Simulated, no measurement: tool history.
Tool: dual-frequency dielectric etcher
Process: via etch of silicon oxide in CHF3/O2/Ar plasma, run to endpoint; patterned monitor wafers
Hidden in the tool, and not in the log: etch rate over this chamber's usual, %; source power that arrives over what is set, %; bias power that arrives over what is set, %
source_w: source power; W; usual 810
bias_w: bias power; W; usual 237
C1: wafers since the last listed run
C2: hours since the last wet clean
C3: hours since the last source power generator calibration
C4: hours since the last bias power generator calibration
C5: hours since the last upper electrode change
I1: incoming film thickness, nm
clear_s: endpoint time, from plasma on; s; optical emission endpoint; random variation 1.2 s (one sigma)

run 1 hour=0 | source_w=810 bias_w=237 | C1=0 C2=365.3 C3=1113.8 C4=2032 C5=1480 | I1=783.8 | clear_s=332.2
run 2 hour=60 | source_w=810 bias_w=237 | C1=310 C2=425.3 C3=1173.8 C4=2092 C5=1540 | I1=776.8 | clear_s=327.1
run 3 hour=165.6 | source_w=810 bias_w=237 | C1=545 C2=530.9 C3=1279.4 C4=2197.6 C5=1645.6 | I1=777.6 | clear_s=328.6
-- hour=245.5 wet clean of the chamber
run 4 hour=246 | source_w=810 bias_w=237 | C1=291 C2=0.5 C3=1359.8 C4=2278 C5=1726 | I1=779.5 | clear_s=328.9
run 5 hour=340.6 | source_w=810 bias_w=277 | C1=489 C2=95.1 C3=1454.4 C4=2372.6 C5=1820.6 | I1=778 | clear_s=306.7
run 6 hour=414.2 | source_w=810 bias_w=277 | C1=380 C2=168.7 C3=1528 C4=2446.2 C5=1894.2 | I1=787.4 | clear_s=310.5
run 7 hour=467.5 | source_w=810 bias_w=237 | C1=275 C2=222 C3=1581.3 C4=2499.5 C5=1947.5 | I1=787.5 | clear_s=330.2
run 8 hour=543.7 | source_w=810 bias_w=237 | C1=393 C2=298.2 C3=1657.5 C4=2575.7 C5=2023.7 | I1=777.6 | clear_s=328.9
run 9 hour=626.3 | source_w=810 bias_w=237 | C1=426 C2=380.8 C3=1740.1 C4=2658.3 C5=2106.3 | I1=780.8 | clear_s=328.6
run 10 hour=725.6 | source_w=810 bias_w=237 | C1=513 C2=480.1 C3=1839.4 C4=2757.6 C5=2205.6 | I1=786.7 | clear_s=331.7
-- hour=790.3 wet clean of the chamber
-- hour=838 upper electrode replaced, of another model than before
run 11 hour=838.5 | source_w=900 bias_w=288 | C1=335 C2=48.2 C3=1952.3 C4=2870.5 C5=0.5 | I1=783.5 | clear_s=307.9
run 12 hour=902.5 | source_w=810 bias_w=237 | C1=330 C2=112.2 C3=2016.3 C4=2934.5 C5=64.5 | I1=786.4 | clear_s=332.4
run 13 hour=973.4 | source_w=810 bias_w=284 | C1=366 C2=183.1 C3=2087.2 C4=3005.4 C5=135.4 | I1=784.1 | clear_s=317.7
-- hour=1029.6 source power generator calibrated
run 14 hour=1031.2 | source_w=750 bias_w=274 | C1=278 C2=240.9 C3=1.6 C4=3063.2 C5=193.2 | I1=788.3 | clear_s=331.6
run 15 hour=1095.1 | source_w=920 bias_w=198 | C1=330 C2=304.8 C3=65.5 C4=3127.1 C5=257.1 | I1=789.2 | clear_s=342
run 16 hour=1161.8 | source_w=810 bias_w=203 | C1=344 C2=371.5 C3=132.2 C4=3193.8 C5=323.8 | I1=780.4 | clear_s=344
-- hour=1215.8 bias power generator calibrated
run 17 hour=1240.9 | source_w=660 bias_w=281 | C1=388 C2=450.6 C3=211.3 C4=25.1 C5=402.9 | I1=780 | clear_s=330.6
-- hour=1269.6 wet clean of the chamber
run 18 hour=1484.3 | source_w=810 bias_w=237 | C1=1134 C2=214.7 C3=454.7 C4=268.5 C5=646.3 | I1=774.5 | clear_s=329.3
run 19 hour=1531.1 | source_w=810 bias_w=237 | C1=241 C2=261.5 C3=501.5 C4=315.3 C5=693.1 | I1=781.4 | clear_s=333.1
run 20 hour=1590 | source_w=810 bias_w=237 | C1=304 C2=320.4 C3=560.4 C4=374.2 C5=752 | I1=790.5 | clear_s=337.4

Measured less the same run without the tool's hidden state. The same run-to-run variation is in both; the gauge's scatter may not be:
run=1 clear_s=-2.8
run=2 clear_s=-3
run=3 clear_s=-3.3
run=4 clear_s=-3.5
run=5 clear_s=-3.5
run=6 clear_s=-3.8
run=7 clear_s=-4.3
run=8 clear_s=-4.5
run=9 clear_s=-4.8
run=10 clear_s=-5.1
run=11 clear_s=-2.6
run=12 clear_s=-2.9
run=13 clear_s=-2.8
run=14 clear_s=+0.2
run=15 clear_s=+0
run=16 clear_s=-0.1
run=17 clear_s=-0.3
run=18 clear_s=-0.6
run=19 clear_s=-0.7
run=20 clear_s=-0.8

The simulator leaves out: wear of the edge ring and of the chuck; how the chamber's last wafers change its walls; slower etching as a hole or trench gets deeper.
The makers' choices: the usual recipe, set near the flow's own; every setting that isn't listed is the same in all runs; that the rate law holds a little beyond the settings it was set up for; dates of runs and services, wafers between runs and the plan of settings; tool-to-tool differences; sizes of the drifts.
